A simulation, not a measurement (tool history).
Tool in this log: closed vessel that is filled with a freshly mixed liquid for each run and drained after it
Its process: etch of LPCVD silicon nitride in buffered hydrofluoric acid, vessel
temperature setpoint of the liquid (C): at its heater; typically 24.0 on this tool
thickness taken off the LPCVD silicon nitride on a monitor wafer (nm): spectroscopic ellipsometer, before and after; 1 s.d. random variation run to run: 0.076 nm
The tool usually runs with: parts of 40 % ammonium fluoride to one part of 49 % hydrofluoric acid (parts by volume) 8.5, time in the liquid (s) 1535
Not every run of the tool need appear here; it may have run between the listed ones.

| run | hour | temperature setpoint of the liquid (C) | parts of 40 % ammonium fluoride to one part of 49 % hydrofluoric acid (parts by volume) | time in the liquid (s) | wafers since the last listed run | hours since the thermometer was replaced | hours since the hydrofluoric acid flow meter was replaced | hours since the gauge calibration | read-back film thickness of the LPCVD silicon nitride reference wafer, read on the same gauge (nm) | thickness taken off the LPCVD silicon nitride on a monitor wafer (nm) |
|---|---|---|---|---|---|---|---|---|---|---|
| 1 | 0.0 | 24.0 | 8.5 | 1120 | 0 | 1167.3 | 253.1 | 699.9 | 90.00 | 18.45 |
| 2 | 22.1 | 24.0 | 8.5 | 1120 | 1036 | 1189.4 | 275.2 | 722.0 | 89.97 | 18.47 |
| 3 | 46.3 | 24.0 | 8.5 | 1120 | 1134 | 1213.6 | 299.4 | 746.2 | 89.99 | 18.44 |
|  | 70.3 | thermometer replaced |
| 4 | 79.8 | 24.0 | 8.5 | 1535 | 1524 | 9.5 | 332.9 | 779.7 | 89.98 | 25.29 |
| 5 | 99.4 | 24.0 | 8.5 | 1535 | 919 | 29.1 | 352.5 | 799.3 | 90.02 | 25.23 |
|  | 122.4 | hydrofluoric acid flow meter replaced |
| 6 | 132.1 | 24.0 | 8.5 | 1535 | 1486 | 61.8 | 9.7 | 832.0 | 90.00 | 25.08 |
| 7 | 157.1 | 24.0 | 8.5 | 1535 | 1172 | 86.8 | 34.7 | 857.0 | 89.99 | 25.29 |
|  | 188.2 | gauge calibrated |
| 8 | 188.9 | 24.0 | 8.5 | 1535 | 1491 | 118.6 | 66.5 | 0.7 | 89.97 | 25.13 |
| 9 | 216.2 | 24.0 | 7.0 | 2160 | 1280 | 145.9 | 93.8 | 28.0 | 90.01 | 43.87 |
| 10 | 234.1 | 24.0 | 5.5 | 2370 | 839 | 163.8 | 111.7 | 45.9 | 89.99 | 59.19 |
| 11 | 269.5 | 24.0 | 5.5 | 1535 | 1660 | 199.2 | 147.1 | 81.3 | 89.99 | 38.25 |
| 12 | 289.9 | 20.5 | 6.0 | 1290 | 956 | 219.6 | 167.5 | 101.7 | 90.03 | 24.65 |
| 13 | 323.8 | 24.0 | 10.0 | 2410 | 1589 | 253.5 | 201.4 | 135.6 | 89.98 | 34.95 |
| 14 | 337.5 | 21.0 | 6.0 | 660 | 642 | 267.2 | 215.1 | 149.3 | 89.99 | 13.00 |
| 15 | 364.7 | 19.5 | 11.0 | 1535 | 1275 | 294.4 | 242.3 | 176.5 | 89.98 | 15.77 |
| 16 | 399.1 | 24.0 | 8.5 | 1535 | 1613 | 328.8 | 276.7 | 210.9 | 89.96 | 25.12 |
| 17 | 417.0 | 21.5 | 7.0 | 1535 | 839 | 346.7 | 294.6 | 228.8 | 89.98 | 27.21 |
| 18 | 448.4 | 24.0 | 8.5 | 1535 | 1472 | 378.1 | 326.0 | 260.2 | 89.97 | 25.19 |
| 19 | 462.4 | 24.0 | 8.5 | 1535 | 656 | 392.1 | 340.0 | 274.2 | 89.99 | 25.28 |
| 20 | 491.8 | 24.0 | 8.5 | 1535 | 1378 | 421.5 | 369.4 | 303.6 | 89.98 | 25.16 |
| 21 | 507.1 | 24.0 | 8.5 | 1535 | 717 | 436.8 | 384.7 | 318.9 | 89.99 | 25.21 |
| 22 | 519.8 | 27.5 | 12.0 | 1180 | 595 | 449.5 | 397.4 | 331.6 | 90.02 | 17.23 |
| 23 | 553.1 | 24.0 | 8.5 | 1535 | 1561 | 482.8 | 430.7 | 364.9 | 89.98 | 25.13 |
|  | 562.9 | hydrofluoric acid flow meter replaced |
| 24 | 573.5 | 20.5 | 11.0 | 1535 | 909 | 503.2 | 10.6 | 385.3 | 90.02 | 16.77 |
| 25 | 596.2 | 24.0 | 12.0 | 1535 | 1064 | 525.9 | 33.3 | 408.0 | 89.98 | 18.60 |
| 26 | 613.1 | 24.0 | 8.5 | 1535 | 792 | 542.8 | 50.2 | 424.9 | 90.02 | 25.17 |
| 27 | 631.6 | 24.0 | 8.5 | 1835 | 867 | 561.3 | 68.7 | 443.4 | 89.98 | 30.26 |
| 28 | 652.4 | 19.5 | 10.0 | 1535 | 975 | 582.1 | 89.5 | 464.2 | 90.03 | 17.38 |
| 29 | 667.6 | 24.0 | 6.0 | 1535 | 712 | 597.3 | 104.7 | 479.4 | 89.98 | 35.67 |
| 30 | 703.1 | 21.0 | 6.0 | 660 | 1664 | 632.8 | 140.2 | 514.9 | 90.01 | 12.95 |
| 31 | 728.9 | 24.0 | 8.5 | 2065 | 1209 | 658.6 | 166.0 | 540.7 | 90.00 | 34.14 |
| 32 | 745.8 | 26.0 | 7.0 | 1535 | 792 | 675.5 | 182.9 | 557.6 | 89.98 | 34.74 |

Take each entry between the runs: how does the hidden state at the last listed run before it differ from the hidden state at the first listed run after it?
After run 3, before run 4: thermometer replaced (hour 70.3)
  no difference in the tool's unlogged condition between these two runs
After run 5, before run 6: hydrofluoric acid flow meter replaced (hour 122.4)
  no difference in the tool's unlogged condition between these two runs
After run 7, before run 8: gauge calibrated (hour 188.2)
  no difference in the tool's unlogged condition between these two runs
After run 23, before run 24: hydrofluoric acid flow meter replaced (hour 562.9)
  no difference in the tool's unlogged condition between these two runs

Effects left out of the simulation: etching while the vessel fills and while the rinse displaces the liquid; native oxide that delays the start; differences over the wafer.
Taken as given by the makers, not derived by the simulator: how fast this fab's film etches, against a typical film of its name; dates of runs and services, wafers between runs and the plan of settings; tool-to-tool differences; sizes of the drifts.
